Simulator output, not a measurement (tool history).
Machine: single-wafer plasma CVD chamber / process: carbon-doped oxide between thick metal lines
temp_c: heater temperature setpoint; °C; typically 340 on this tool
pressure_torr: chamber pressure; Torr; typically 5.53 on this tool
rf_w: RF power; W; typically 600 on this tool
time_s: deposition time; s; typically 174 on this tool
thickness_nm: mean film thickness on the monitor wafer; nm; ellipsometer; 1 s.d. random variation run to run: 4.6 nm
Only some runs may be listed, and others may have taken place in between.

run,hour,temp_c,pressure_torr,rf_w,time_s,"read-back reference wafer on the same gauge, thickness_nm",thickness_nm
1,0.0,340,5.53,600,174,1117.902,923.695
# hour 14.6: RF generator calibrated
2,15.1,340,5.53,600,174,1117.807,967.782
3,20.9,340,5.53,600,174,1117.911,973.602
# hour 32.5: thermocouple changed; heater temperature recalibrated
# hour 33.3: gauge calibrated
4,37.4,340,5.53,560,174,1117.982,930.474
5,44.7,340,5.53,600,174,1116.783,959.745
# hour 66.4: capacitance manometer re-zeroed and calibrated
6,66.9,340,6.04,560,201,1118.020,1085.917
7,77.5,345,5.53,600,174,1118.314,948.135
8,91.9,336,6.18,520,152,1116.687,801.374
9,105.2,350,6.69,600,174,1117.167,955.728
10,118.7,325,6.63,655,174,1118.305,1083.866
11,152.2,340,5.53,600,174,1118.631,948.130
12,158.7,354,5.53,665,197,1117.965,1091.566
# hour 173.8: showerhead replaced
13,175.0,340,6.47,600,174,1117.517,966.376
14,192.4,340,6.29,600,174,1118.149,976.555
15,210.0,327,6.72,600,174,1119.019,1016.236
16,223.4,344,6.67,600,174,1117.959,967.720
17,238.3,340,6.40,600,174,1118.358,977.472
18,245.6,340,5.53,515,185,1118.919,926.195
19,261.2,330,6.06,555,147,1118.703,808.743
20,277.9,340,6.19,495,159,1117.223,786.641
21,293.1,353,6.01,600,157,1117.556,833.578

Predict the results of run 22:
22,303.3,334,6.87,560,174,?,?

read-back reference wafer on the same gauge, thickness_nm: 1117.931
thickness_nm: 953.656 nm
On a tool with no hidden condition, and with the same random variation, this run would have come out at thickness_nm 982.836 nm.
